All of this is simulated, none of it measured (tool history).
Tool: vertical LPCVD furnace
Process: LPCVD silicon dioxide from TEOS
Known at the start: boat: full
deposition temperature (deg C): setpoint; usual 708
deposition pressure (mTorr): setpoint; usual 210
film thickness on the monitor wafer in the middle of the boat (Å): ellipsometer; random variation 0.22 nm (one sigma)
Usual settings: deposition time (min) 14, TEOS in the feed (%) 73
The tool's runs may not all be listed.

| run | hour | deposition temperature (deg C) | deposition pressure (mTorr) | deposition time (min) | TEOS in the feed (%) | wafers since the last listed run | hours since the last temperature calibration | hours since the pressure gauge was zeroed | hours since the TEOS flow controller was replaced | hours since the gauge calibration | read-back reference wafer on the same gauge, thickness | film thickness on the monitor wafer in the middle of the boat (Å) |
|---|---|---|---|---|---|---|---|---|---|---|---|---|
| 1 | 0 | 708 | 210 | 14 | 73 | 0 | 3212.8 | 1044.1 | 2137.4 | 1623.5 | 93.02 | 1118.3 |
| 2 | 55.8 | 708 | 210 | 14 | 73 | 827 | 3268.6 | 1099.9 | 2193.2 | 1679.3 | 92.94 | 1120.5 |
| 3 | 133.4 | 708 | 210 | 14 | 73 | 1150 | 3346.2 | 1177.5 | 2270.8 | 1756.9 | 92.99 | 1122.9 |
| 4 | 179.5 | 708 | 210 | 14 | 73 | 683 | 3392.3 | 1223.6 | 2316.9 | 1803 | 93 | 1125.8 |
| 5 | 224.6 | 708 | 210 | 14 | 73 | 668 | 3437.4 | 1268.7 | 2362 | 1848.1 | 93.02 | 1123.7 |
| 6 | 295.7 | 708 | 210 | 14 | 73 | 1054 | 3508.5 | 1339.8 | 2433.1 | 1919.2 | 92.99 | 1124.9 |
| 7 | 402.4 | 708 | 210 | 14 | 73 | 1582 | 3615.2 | 1446.5 | 2539.8 | 2025.9 | 93.08 | 1131.5 |
| 8 | 445.2 | 708 | 210 | 14 | 73 | 634 | 3658 | 1489.3 | 2582.6 | 2068.7 | 93.01 | 1122.3 |
| 9 | 501.9 | 708 | 195 | 14 | 73 | 840 | 3714.7 | 1546 | 2639.3 | 2125.4 | 93.05 | 1083.1 |
|  | 668.8 | pressure gauge zeroed |
| 10 | 696.6 | 708 | 210 | 19 | 73 | 2531 | 3909.4 | 27.8 | 2834 | 2320.1 | 93.04 | 1491.8 |
| 11 | 792.4 | 696 | 210 | 14 | 68 | 1420 | 4005.2 | 123.6 | 2929.8 | 2415.9 | 93.02 | 811.7 |
| 12 | 839.9 | 708 | 210 | 11 | 73 | 704 | 4052.7 | 171.1 | 2977.3 | 2463.4 | 93.02 | 871.3 |
|  | 913.5 | thermocouples replaced and temperature profile calibrated |
| 13 | 914 | 718 | 210 | 14 | 73 | 742 | 0.5 | 245.2 | 3051.4 | 2537.5 | 92.98 | 1373.1 |
| 14 | 984.1 | 708 | 210 | 14 | 73 | 1039 | 70.6 | 315.3 | 3121.5 | 2607.6 | 93.04 | 1098.5 |
|  | 1026.7 | gauge calibrated |
| 15 | 1242 | 712 | 160 | 10.5 | 66 | 3824 | 328.5 | 573.2 | 3379.4 | 215.3 | 93.04 | 753.5 |
| 16 | 1322 | 704 | 230 | 14 | 73 | 1186 | 408.5 | 653.2 | 3459.4 | 295.3 | 93 | 1051 |
|  | 1407.3 | TEOS flow controller replaced |
| 17 | 1410.3 | 700 | 230 | 11 | 63 | 953 | 496.8 | 741.5 | 3 | 383.6 | 93.06 | 700.8 |
| 18 | 1502.6 | 711 | 260 | 14 | 64 | 1368 | 589.1 | 833.8 | 95.3 | 475.9 | 93.01 | 1230.8 |
| 19 | 1555.9 | 702 | 180 | 14 | 82 | 790 | 642.4 | 887.1 | 148.6 | 529.2 | 93.04 | 951.8 |
| 20 | 1630.5 | 708 | 260 | 18.5 | 73 | 1106 | 717 | 961.7 | 223.2 | 603.8 | 92.99 | 1627.7 |
| 21 | 1690.6 | 700 | 210 | 14 | 84 | 891 | 777.1 | 1021.8 | 283.3 | 663.9 | 92.95 | 990.7 |
| 22 | 1754.4 | 708 | 210 | 14 | 73 | 946 | 840.9 | 1085.6 | 347.1 | 727.7 | 93.07 | 1111.6 |
| 23 | 1824.8 | 708 | 210 | 14 | 73 | 1043 | 911.3 | 1156 | 417.5 | 798.1 | 93.02 | 1107.9 |
| 24 | 1869.4 | 708 | 210 | 14 | 65 | 661 | 955.9 | 1200.6 | 462.1 | 842.7 | 93.04 | 1048.3 |
| 25 | 1961.4 | 708 | 210 | 18 | 86 | 1364 | 1047.9 | 1292.6 | 554.1 | 934.7 | 93 | 1545.1 |
| 26 | 2022.3 | 708 | 210 | 14 | 73 | 903 | 1108.8 | 1353.5 | 615 | 995.6 | 93.03 | 1113.5 |
| 27 | 2090.7 | 708 | 190 | 14 | 73 | 1014 | 1177.2 | 1421.9 | 683.4 | 1064 | 93.02 | 1063.4 |
| 28 | 2141.4 | 718 | 175 | 17.5 | 67 | 751 | 1227.9 | 1472.6 | 734.1 | 1114.7 | 92.95 | 1529.8 |
|  | 2274.8 | pressure gauge zeroed |
| 29 | 2305.2 | 708 | 210 | 14 | 63 | 2073 | 1391.7 | 30.4 | 897.9 | 1278.5 | 93.07 | 1007.4 |
| 30 | 2404 | 708 | 260 | 14 | 73 | 1465 | 1490.5 | 129.2 | 996.7 | 1377.3 | 93.04 | 1211.7 |
| 31 | 2460.9 | 708 | 225 | 12 | 73 | 843 | 1547.4 | 186.1 | 1053.6 | 1434.2 | 92.98 | 970.4 |
| 32 | 2557.9 | 700 | 230 | 11 | 63 | 1438 | 1644.4 | 283.1 | 1150.6 | 1531.2 | 92.98 | 697.3 |

How the hidden state differs across the entries between the runs, from the last listed run before each to the first after it:
Between runs 9 and 10: pressure gauge zeroed (hour 668.8)
  true tube temperature minus thermocouple reading, K: 0.775 -> 0.815; true pressure minus gauge reading, mTorr: 10.5 -> 0.0667
  measured less the result without the state, film thickness on the monitor wafer in the middle of the boat (Å): +46.5 -> +27.8
Between runs 12 and 13: thermocouples replaced and temperature profile calibrated (hour 913.5)
  true tube temperature minus thermocouple reading, K: 0.844 -> 0.117; true pressure minus gauge reading, mTorr: 2.49 -> 3.52
  measured less the result without the state, film thickness on the monitor wafer in the middle of the boat (Å): +21.7 -> +15
Between runs 14 and 15: gauge calibrated (hour 1026.7)
  true tube temperature minus thermocouple reading, K: 0.131 -> 0.184; true pressure minus gauge reading, mTorr: 4.37 -> 6.71
  measured less the result without the state, film thickness on the monitor wafer in the middle of the boat (Å): +14.5 -> +18.4
Between runs 16 and 17: TEOS flow controller replaced (hour 1407.3)
  true tube temperature minus thermocouple reading, K: 0.2 -> 0.218; true pressure minus gauge reading, mTorr: 7.23 -> 7.73
  measured less the result without the state, film thickness on the monitor wafer in the middle of the boat (Å): +20.9 -> +14.9
Between runs 28 and 29: pressure gauge zeroed (hour 2274.8)
  true tube temperature minus thermocouple reading, K: 0.366 -> 0.4; true pressure minus gauge reading, mTorr: 9.83 -> -1.65
  measured less the result without the state, film thickness on the monitor wafer in the middle of the boat (Å): +53.4 -> +5.2
